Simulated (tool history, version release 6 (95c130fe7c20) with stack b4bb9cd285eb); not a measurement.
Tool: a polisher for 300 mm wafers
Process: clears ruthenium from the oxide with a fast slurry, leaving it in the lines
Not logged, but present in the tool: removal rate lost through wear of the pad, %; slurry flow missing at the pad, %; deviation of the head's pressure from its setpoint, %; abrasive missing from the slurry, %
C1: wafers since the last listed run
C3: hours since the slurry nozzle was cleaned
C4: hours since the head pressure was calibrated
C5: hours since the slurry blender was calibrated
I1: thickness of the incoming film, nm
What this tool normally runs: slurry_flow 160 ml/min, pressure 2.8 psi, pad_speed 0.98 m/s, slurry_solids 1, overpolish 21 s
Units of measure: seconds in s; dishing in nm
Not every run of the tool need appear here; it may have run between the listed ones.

{"run": 1, "day": 0.0, "slurry_flow": 160, "pressure": 2.8, "pad_speed": 0.74, "slurry_solids": 1, "overpolish": 21, "C1": 0, "wafers polished on this pad": 814, "C3": 367.3, "C4": 805.9, "C5": 91.7, "I1": 217.7, "seconds": 98.1, "dishing": 34.9}
{"run": 2, "day": 0.804, "slurry_flow": 160, "pressure": 2.8, "pad_speed": 0.74, "slurry_solids": 1, "overpolish": 21, "C1": 230, "wafers polished on this pad": 1044, "C3": 386.6, "C4": 825.2, "C5": 111, "I1": 220.7, "seconds": 99, "dishing": 34.5}
{"day": 1.683, "done": "slurry blender recalibrated"}
{"run": 3, "day": 1.704, "slurry_flow": 160, "pressure": 2.8, "pad_speed": 0.98, "slurry_solids": 1, "overpolish": 21, "C1": 233, "wafers polished on this pad": 1278, "C3": 408.2, "C4": 846.8, "C5": 0.5, "I1": 224, "seconds": 80.3, "dishing": 41.1}
{"day": 2.683, "done": "worn pad replaced by a new one"}
{"run": 4, "day": 2.788, "slurry_flow": 160, "pressure": 2.8, "pad_speed": 0.98, "slurry_solids": 1, "overpolish": 21, "C1": 262, "wafers polished on this pad": 29, "C3": 434.2, "C4": 872.8, "C5": 26.5, "I1": 220.9, "seconds": 73.4, "dishing": 43.8}
{"run": 5, "day": 3.417, "slurry_flow": 160, "pressure": 2.8, "pad_speed": 0.98, "slurry_solids": 1, "overpolish": 21, "C1": 180, "wafers polished on this pad": 209, "C3": 449.3, "C4": 887.9, "C5": 41.6, "I1": 221.7, "seconds": 75.3, "dishing": 42.6}
{"run": 6, "day": 4.471, "slurry_flow": 160, "pressure": 2.8, "pad_speed": 0.98, "slurry_solids": 1, "overpolish": 21, "C1": 301, "wafers polished on this pad": 511, "C3": 474.6, "C4": 913.2, "C5": 66.9, "I1": 215.7, "seconds": 75.3, "dishing": 42}
{"run": 7, "day": 5.596, "slurry_flow": 160, "pressure": 2.8, "pad_speed": 0.98, "slurry_solids": 1, "overpolish": 21, "C1": 322, "wafers polished on this pad": 833, "C3": 501.6, "C4": 940.2, "C5": 93.9, "I1": 218.9, "seconds": 78.3, "dishing": 40.4}
{"run": 8, "day": 6.883, "slurry_flow": 160, "pressure": 2.8, "pad_speed": 0.98, "slurry_solids": 1, "overpolish": 21, "C1": 368, "wafers polished on this pad": 1202, "C3": 532.5, "C4": 971.1, "C5": 124.8, "I1": 216.2, "seconds": 78.3, "dishing": 40}
{"day": 7.742, "done": "slurry blender recalibrated"}
{"day": 7.9, "done": "worn pad replaced by a new one"}
{"run": 9, "day": 7.921, "slurry_flow": 160, "pressure": 2.8, "pad_speed": 0.98, "slurry_solids": 0.95, "overpolish": 21, "C1": 227, "wafers polished on this pad": 6, "C3": 557.4, "C4": 996, "C5": 4.3, "I1": 219.3, "seconds": 71.7, "dishing": 44.3}
{"run": 10, "day": 8.9, "slurry_flow": 135, "pressure": 2.8, "pad_speed": 0.98, "slurry_solids": 1, "overpolish": 27, "C1": 280, "wafers polished on this pad": 286, "C3": 580.9, "C4": 1019.5, "C5": 27.8, "I1": 220.3, "seconds": 78.1, "dishing": 49.4}
{"run": 11, "day": 10.179, "slurry_flow": 160, "pressure": 2.8, "pad_speed": 0.98, "slurry_solids": 1, "overpolish": 21, "C1": 366, "wafers polished on this pad": 653, "C3": 611.6, "C4": 1050.2, "C5": 58.5, "I1": 218.6, "seconds": 78.2, "dishing": 41.7}
{"run": 12, "day": 11.288, "slurry_flow": 160, "pressure": 2.8, "pad_speed": 0.98, "slurry_solids": 1, "overpolish": 21, "C1": 317, "wafers polished on this pad": 970, "C3": 638.2, "C4": 1076.8, "C5": 85.1, "I1": 224.1, "seconds": 80.1, "dishing": 40.5}
{"run": 13, "day": 12.05, "slurry_flow": 160, "pressure": 2.3, "pad_speed": 0.98, "slurry_solids": 1, "overpolish": 21, "C1": 218, "wafers polished on this pad": 1188, "C3": 656.5, "C4": 1095.1, "C5": 103.4, "I1": 223.2, "seconds": 98.7, "dishing": 35.4}
{"day": 12.95, "done": "head pressure recalibrated"}
{"day": 13.129, "done": "worn pad replaced by a new one, of another model than before"}
{"run": 14, "day": 13.15, "slurry_flow": 160, "pressure": 2.3, "pad_speed": 0.98, "slurry_solids": 1, "overpolish": 21, "C1": 243, "wafers polished on this pad": 6, "C3": 682.9, "C4": 4.8, "C5": 129.8, "I1": 217.5, "seconds": 79.9, "dishing": 42.8}
{"run": 15, "day": 13.646, "slurry_flow": 160, "pressure": 2.8, "pad_speed": 0.98, "slurry_solids": 1, "overpolish": 21, "C1": 142, "wafers polished on this pad": 148, "C3": 694.8, "C4": 16.7, "C5": 141.7, "I1": 216.2, "seconds": 70.9, "dishing": 44.7}
{"run": 16, "day": 14.279, "slurry_flow": 160, "pressure": 2.4, "pad_speed": 0.98, "slurry_solids": 1, "overpolish": 27, "C1": 181, "wafers polished on this pad": 329, "C3": 710, "C4": 31.9, "C5": 156.9, "I1": 220.5, "seconds": 82, "dishing": 47.3}
{"day": 14.838, "done": "slurry blender recalibrated"}
{"run": 17, "day": 14.908, "slurry_flow": 160, "pressure": 2.8, "pad_speed": 0.98, "slurry_solids": 1, "overpolish": 21, "C1": 156, "wafers polished on this pad": 485, "C3": 725.1, "C4": 47, "C5": 1.7, "I1": 223.2, "seconds": 76.2, "dishing": 41.7}
{"run": 18, "day": 16.246, "slurry_flow": 160, "pressure": 2.8, "pad_speed": 0.98, "slurry_solids": 1, "overpolish": 21, "C1": 383, "wafers polished on this pad": 868, "C3": 757.2, "C4": 79.1, "C5": 33.8, "I1": 221.5, "seconds": 78.6, "dishing": 42.5}
{"run": 19, "day": 17.575, "slurry_flow": 140, "pressure": 3.1, "pad_speed": 0.98, "slurry_solids": 1, "overpolish": 21, "C1": 380, "wafers polished on this pad": 1249, "C3": 789.1, "C4": 111, "C5": 65.7, "I1": 222.4, "seconds": 74.9, "dishing": 41.9}
{"run": 20, "day": 18.742, "slurry_flow": 185, "pressure": 2.8, "pad_speed": 0.98, "slurry_solids": 1, "overpolish": 21, "C1": 334, "wafers polished on this pad": 1583, "C3": 817.1, "C4": 139, "C5": 93.7, "I1": 217.9, "seconds": 78.4, "dishing": 42}
{"day": 19.771, "done": "worn pad replaced by a new one"}
{"run": 21, "day": 20.021, "slurry_flow": 160, "pressure": 2.8, "pad_speed": 0.98, "slurry_solids": 1, "overpolish": 21, "C1": 318, "wafers polished on this pad": 71, "C3": 847.8, "C4": 169.7, "C5": 124.4, "I1": 218.3, "seconds": 70.7, "dishing": 43.9}
{"run": 22, "day": 21.412, "slurry_flow": 160, "pressure": 2.8, "pad_speed": 0.98, "slurry_solids": 1.3, "overpolish": 21, "C1": 398, "wafers polished on this pad": 470, "C3": 881.2, "C4": 203.1, "C5": 157.8, "I1": 221, "seconds": 67, "dishing": 45.3}
{"day": 21.904, "done": "slurry blender recalibrated"}
{"day": 21.929, "done": "slurry nozzle cleaned"}
{"run": 23, "day": 22.571, "slurry_flow": 160, "pressure": 2.8, "pad_speed": 0.98, "slurry_solids": 1, "overpolish": 21, "C1": 301, "wafers polished on this pad": 771, "C3": 15.4, "C4": 230.9, "C5": 16, "I1": 223.7, "seconds": 76.7, "dishing": 41.4}
{"run": 24, "day": 23.921, "slurry_flow": 200, "pressure": 2.8, "pad_speed": 0.98, "slurry_solids": 1, "overpolish": 17, "C1": 386, "wafers polished on this pad": 1158, "C3": 47.8, "C4": 263.3, "C5": 48.4, "I1": 221, "seconds": 76.1, "dishing": 36.2}
{"run": 25, "day": 24.842, "slurry_flow": 110, "pressure": 3.6, "pad_speed": 0.98, "slurry_solids": 1, "overpolish": 10, "C1": 263, "wafers polished on this pad": 1422, "C3": 69.9, "C4": 285.4, "C5": 70.5, "I1": 215.4, "seconds": 70.6, "dishing": 25.2}
{"day": 25.329, "done": "worn pad replaced by a new one"}
{"run": 26, "day": 25.692, "slurry_flow": 160, "pressure": 2.1, "pad_speed": 0.98, "slurry_solids": 1, "overpolish": 8, "C1": 195, "wafers polished on this pad": 103, "C3": 90.3, "C4": 305.8, "C5": 90.9, "I1": 219.7, "seconds": 85.2, "dishing": 18.1}
{"run": 27, "day": 26.617, "slurry_flow": 160, "pressure": 3.1, "pad_speed": 0.98, "slurry_solids": 1, "overpolish": 21, "C1": 264, "wafers polished on this pad": 368, "C3": 112.5, "C4": 328, "C5": 113.1, "I1": 222.9, "seconds": 73.8, "dishing": 45}
{"run": 28, "day": 27.412, "slurry_flow": 160, "pressure": 2.8, "pad_speed": 0.98, "slurry_solids": 1.2, "overpolish": 26, "C1": 227, "wafers polished on this pad": 596, "C3": 131.6, "C4": 347.1, "C5": 132.2, "I1": 215.8, "seconds": 69.8, "dishing": 50.4}
{"run": 29, "day": 28.554, "slurry_flow": 160, "pressure": 2.8, "pad_speed": 0.98, "slurry_solids": 1, "overpolish": 21, "C1": 327, "wafers polished on this pad": 923, "C3": 159, "C4": 374.5, "C5": 159.6, "I1": 223.1, "seconds": 80, "dishing": 40.9}

Across each entry between runs, compare the hidden state at the last listed run before it with the hidden state at the first listed run after it:
Logged between run 2 and run 3: slurry blender recalibrated (day 1.683)
  removal rate lost through wear of the pad, %: 10.7 -> 11.4
  measured value less the no-hidden-state value, seconds: +10.6 -> +9.2 s; dishing: -2.9 -> -3.5 nm
Logged between run 3 and run 4: worn pad replaced by a new one (day 2.683)
  removal rate lost through wear of the pad, %: 11.4 -> 3.9
  measured value less the no-hidden-state value, seconds: +9.2 -> +2.9 s; dishing: -3.5 -> -1.2 nm
Logged between run 8 and run 9: slurry blender recalibrated (day 7.742); worn pad replaced by a new one (day 7.9)
  removal rate lost through wear of the pad, %: 14.4 -> 1.87
  measured value less the no-hidden-state value, seconds: +11.3 -> +1.4 s; dishing: -4.4 -> -0.6 nm
Logged between run 13 and run 14: head pressure recalibrated (day 12.95); worn pad replaced by a new one, of another model than before (day 13.129)
  removal rate lost through wear of the pad, %: 12.8 -> 0.578
  measured value less the no-hidden-state value, seconds: +12.7 -> +0.5 s; dishing: -3.7 -> -0.2 nm
Logged between run 16 and run 17: slurry blender recalibrated (day 14.838)
  removal rate lost through wear of the pad, %: 6 -> 7.92
  measured value less the no-hidden-state value, seconds: +4.9 -> +6 s; dishing: -1.9 -> -2.3 nm
Logged between run 20 and run 21: worn pad replaced by a new one (day 19.771)
  removal rate lost through wear of the pad, %: 12.3 -> 2.97
  measured value less the no-hidden-state value, seconds: +9.7 -> +2.1 s; dishing: -3.8 -> -0.8 nm
Logged between run 22 and run 23: slurry blender recalibrated (day 21.904); slurry nozzle cleaned (day 21.929)
  removal rate lost through wear of the pad, %: 8.58 -> 11
  measured value less the no-hidden-state value, seconds: +5.8 -> +8.5 s; dishing: -2.6 -> -3.4 nm
Logged between run 25 and run 26: worn pad replaced by a new one (day 25.329)
  removal rate lost through wear of the pad, %: 13.1 -> 4.29
  measured value less the no-hidden-state value, seconds: +9.3 -> +3.7 s; dishing: -3 -> -0.8 nm
